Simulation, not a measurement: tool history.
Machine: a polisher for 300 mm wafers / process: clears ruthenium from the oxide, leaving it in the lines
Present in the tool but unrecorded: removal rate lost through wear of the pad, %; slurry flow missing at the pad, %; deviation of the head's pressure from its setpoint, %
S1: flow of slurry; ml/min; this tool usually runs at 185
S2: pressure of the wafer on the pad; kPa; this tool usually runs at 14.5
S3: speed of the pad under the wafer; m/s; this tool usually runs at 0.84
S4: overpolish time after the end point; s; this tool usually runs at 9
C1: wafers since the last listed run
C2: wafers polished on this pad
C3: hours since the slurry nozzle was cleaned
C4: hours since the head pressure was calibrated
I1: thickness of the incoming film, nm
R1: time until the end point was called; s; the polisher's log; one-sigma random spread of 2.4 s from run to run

| run | day | S1 | S2 | S3 | S4 | C1 | C2 | C3 | C4 | I1 | R1 |
|---|---|---|---|---|---|---|---|---|---|---|---|
| 1 | 0 | 185 | 14.5 | 0.84 | 9 | 0 | 322 | 21.5 | 97.1 | 149.5 | 153 |
| 2 | 1.079 | 185 | 14.5 | 0.84 | 9 | 102 | 424 | 47.4 | 123 | 150.9 | 154.5 |
| 3 | 2.038 | 185 | 14.5 | 0.84 | 9 | 90 | 515 | 70.4 | 146 | 150 | 154.3 |
| 4 | 2.829 | 185 | 14.5 | 0.84 | 9 | 75 | 590 | 89.4 | 165 | 149.4 | 156.8 |
| 5 | 3.521 | 185 | 14.5 | 0.84 | 9 | 65 | 656 | 106 | 181.6 | 147.5 | 149.1 |
| 6 | 4.2 | 185 | 14.5 | 0.84 | 9 | 64 | 720 | 122.3 | 197.9 | 150.4 | 153.7 |
|  | 4.592 | worn pad replaced by a new one |
| 7 | 4.796 | 185 | 14.5 | 0.84 | 9 | 40 | 19 | 136.6 | 212.2 | 150.3 | 150.8 |
| 8 | 5.625 | 185 | 14.5 | 0.84 | 9 | 78 | 98 | 156.5 | 232.1 | 147.8 | 145.6 |
| 9 | 6.988 | 185 | 14.5 | 0.84 | 9 | 129 | 227 | 189.2 | 264.8 | 149.7 | 146.7 |
| 10 | 8.333 | 185 | 12.4 | 0.84 | 9 | 127 | 354 | 221.5 | 297.1 | 150 | 176 |
| 11 | 9.121 | 185 | 12.4 | 0.84 | 9 | 74 | 429 | 240.4 | 316 | 151.7 | 177.9 |
|  | 9.467 | slurry nozzle cleaned |
| 12 | 11.725 | 185 | 17.9 | 0.7 | 9 | 242 | 672 | 54.2 | 378.5 | 149.2 | 140.6 |
|  | 12.362 | worn pad replaced by a new one |
| 13 | 13.158 | 185 | 17.9 | 0.7 | 9 | 120 | 75 | 88.6 | 412.9 | 147.4 | 141.4 |
| 14 | 14.238 | 185 | 17.9 | 0.7 | 9 | 102 | 177 | 114.5 | 438.8 | 151.5 | 144 |
| 15 | 14.975 | 185 | 14.5 | 0.84 | 9 | 69 | 247 | 132.2 | 456.5 | 152.6 | 148.6 |
| 16 | 16.258 | 185 | 14.5 | 0.84 | 9 | 121 | 369 | 163 | 487.3 | 148.9 | 142.3 |
| 17 | 17.683 | 185 | 14.5 | 0.84 | 9 | 135 | 504 | 197.2 | 521.5 | 149.2 | 141 |
|  | 18.717 | slurry nozzle cleaned |
| 18 | 18.738 | 185 | 14.5 | 0.84 | 6 | 95 | 600 | 0.5 | 546.8 | 150.6 | 147.1 |
| 19 | 19.542 | 185 | 14.5 | 1.12 | 9 | 76 | 676 | 19.8 | 566.1 | 152 | 109.6 |
| 20 | 20.679 | 185 | 14.5 | 0.84 | 9 | 107 | 784 | 47.1 | 593.4 | 148.4 | 146.6 |
| 21 | 21.962 | 185 | 14.5 | 0.54 | 4 | 121 | 906 | 77.9 | 624.2 | 149 | 214.5 |
|  | 22.492 | worn pad replaced by a new one |
| 22 | 22.746 | 185 | 14.5 | 0.84 | 9 | 58 | 24 | 96.7 | 643 | 151.3 | 145.1 |
| 23 | 24.029 | 205 | 11.7 | 1.02 | 11 | 121 | 145 | 127.5 | 673.8 | 152.1 | 144.1 |
| 24 | 26.242 | 185 | 14.5 | 0.84 | 9 | 209 | 355 | 180.6 | 726.9 | 151.7 | 145.8 |
|  | 27.012 | slurry nozzle cleaned |
| 25 | 27.033 | 200 | 11 | 1.04 | 13 | 71 | 426 | 0.5 | 745.9 | 148.9 | 147.8 |
| 26 | 28.212 | 185 | 14.5 | 0.6 | 9 | 111 | 538 | 28.8 | 774.2 | 151.6 | 193.9 |
| 27 | 28.812 | 220 | 18.6 | 0.84 | 10 | 56 | 595 | 43.2 | 788.6 | 150.9 | 107.2 |
| 28 | 30.125 | 150 | 19.3 | 1.12 | 9 | 124 | 719 | 74.7 | 820.1 | 151.8 | 81.3 |
|  | 30.342 | worn pad replaced by a new one |
|  | 30.788 | head pressure recalibrated |
| 29 | 30.879 | 125 | 14.5 | 0.62 | 9 | 47 | 42 | 92.8 | 2.2 | 152.2 | 234.8 |
| 30 | 31.988 | 165 | 11.7 | 0.62 | 10 | 105 | 147 | 119.4 | 28.8 | 152.1 | 282.5 |
| 31 | 32.825 | 185 | 14.5 | 1.02 | 11 | 79 | 227 | 139.5 | 48.9 | 148.7 | 133.9 |
| 32 | 34.329 | 185 | 14.5 | 0.84 | 9 | 142 | 369 | 175.6 | 85 | 150 | 158.7 |
| 33 | 35.054 | 185 | 14.5 | 0.84 | 9 | 68 | 438 | 193 | 102.4 | 153.3 | 162.4 |
| 34 | 36.242 | 225 | 15.9 | 0.84 | 9 | 112 | 551 | 221.5 | 130.9 | 149.6 | 138.7 |
| 35 | 36.829 | 185 | 15.9 | 0.7 | 7 | 55 | 606 | 235.6 | 145 | 148.7 | 166.3 |
|  | 37.883 | slurry nozzle cleaned |
|  | 38.242 | worn pad replaced by a new one |
| 36 | 38.262 | 185 | 14.5 | 0.84 | 9 | 116 | 2 | 9.1 | 179.4 | 148.6 | 155.7 |
| 37 | 42.633 | 185 | 14.5 | 0.84 | 9 | 414 | 416 | 114 | 284.3 | 148.8 | 152.6 |
| 38 | 43.662 | 185 | 14.5 | 0.84 | 9 | 97 | 514 | 138.7 | 309 | 147.6 | 149.9 |

What was the tool's hidden state at every run in the log?
removal rate lost through wear of the pad, %: 0 across all the runs
slurry flow missing at the pad, %: 0 across all the runs
H1: deviation of the head's pressure from its setpoint, %
| run | H1 |
|---|---|
| 1 | 2.15 |
| 2 | 2.55 |
| 3 | 2.91 |
| 4 | 3.2 |
| 5 | 3.46 |
| 6 | 3.71 |
| 7 | 3.93 |
| 8 | 4.24 |
| 9 | 4.75 |
| 10 | 5.25 |
| 11 | 5.54 |
| 12 | 6.51 |
| 13 | 7.04 |
| 14 | 7.44 |
| 15 | 7.71 |
| 16 | 8.19 |
| 17 | 8.72 |
| 18 | 9.11 |
| 19 | 9.41 |
| 20 | 9.83 |
| 21 | 10.3 |
| 22 | 10.6 |
| 23 | 11.1 |
| 24 | 11.9 |
| 25 | 12.2 |
| 26 | 12.6 |
| 27 | 12.9 |
| 28 | 13.3 |
| 29 | -2.46 |
| 30 | -2.05 |
| 31 | -1.74 |
| 32 | -1.18 |
| 33 | -0.911 |
| 34 | -0.47 |
| 35 | -0.252 |
| 36 | 0.281 |
| 37 | 1.9 |
| 38 | 2.29 |

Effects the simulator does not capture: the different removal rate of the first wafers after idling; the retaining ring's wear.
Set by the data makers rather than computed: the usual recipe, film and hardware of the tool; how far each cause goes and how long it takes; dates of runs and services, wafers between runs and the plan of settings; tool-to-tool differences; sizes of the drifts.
